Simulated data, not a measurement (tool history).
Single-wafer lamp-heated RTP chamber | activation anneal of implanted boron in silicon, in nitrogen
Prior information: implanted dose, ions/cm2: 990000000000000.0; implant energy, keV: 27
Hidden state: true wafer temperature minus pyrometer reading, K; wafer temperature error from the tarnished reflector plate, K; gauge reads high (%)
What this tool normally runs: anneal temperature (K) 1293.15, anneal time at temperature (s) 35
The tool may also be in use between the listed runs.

run,hour,anneal temperature (K),anneal time at temperature (s),wafers since the last listed run,wafers since the last pyrometer calibration,wafers since the reflector plate was cleaned,hours since the gauge calibration,"read-back reference wafer on the same gauge, sheet resistance",sheet resistance of the implanted and annealed layer (ohm/square)
1,0,1293.15,35,0,2849,2640,206,90.01,100.75
2,44,1269.15,46,767,3616,3408,250,89.98,102.72
3,90.6,1269.15,46,812,4428,4220,296.6,90.04,102.66
4,142.8,1269.15,46,910,5338,5130,348.8,90.02,102.29
5,180.7,1293.15,35,660,5999,5791,386.7,89.99,100.64
6,243.3,1293.15,35,1091,7091,6883,449.3,89.97,100.44
# hour 282.6: reflector plate cleaned
7,288.3,1293.15,35,645,7736,99,494.3,90.04,100.08
# hour 302.8: pyrometer window cleaned and pyrometer calibrated
8,355.1,1282.15,25,1025,911,1124,561.1,89.99,102.53
9,399.4,1293.15,35,772,1683,1897,605.4,90.02,101.08
10,425.2,1293.15,35,449,2133,2347,631.2,89.94,101.07
11,457.1,1293.15,35,556,2689,2903,663.1,90.02,101.12
12,490.5,1293.15,41,582,3271,3485,696.5,90,100.81
# hour 684.4: reflector plate cleaned
13,705.9,1285.15,50,3616,6888,375,911.9,89.97,100.63
14,746.8,1293.15,35,713,7601,1088,952.8,90.01,100.4
# hour 786.2: pyrometer window cleaned and pyrometer calibrated
15,815.8,1279.15,24,1063,515,2151,1021.8,90.04,102.8

For run 16, what comes out?
16,876.3,1272.15,42,1054,1570,3206,1082.3,?,?

For run 16 the tool returned read-back reference wafer on the same gauge, sheet resistance 89.98, sheet resistance of the implanted and annealed layer (ohm/square) 102.71.
Without the tool's hidden state the same run would have given sheet resistance of the implanted and annealed layer (ohm/square) 103.06.

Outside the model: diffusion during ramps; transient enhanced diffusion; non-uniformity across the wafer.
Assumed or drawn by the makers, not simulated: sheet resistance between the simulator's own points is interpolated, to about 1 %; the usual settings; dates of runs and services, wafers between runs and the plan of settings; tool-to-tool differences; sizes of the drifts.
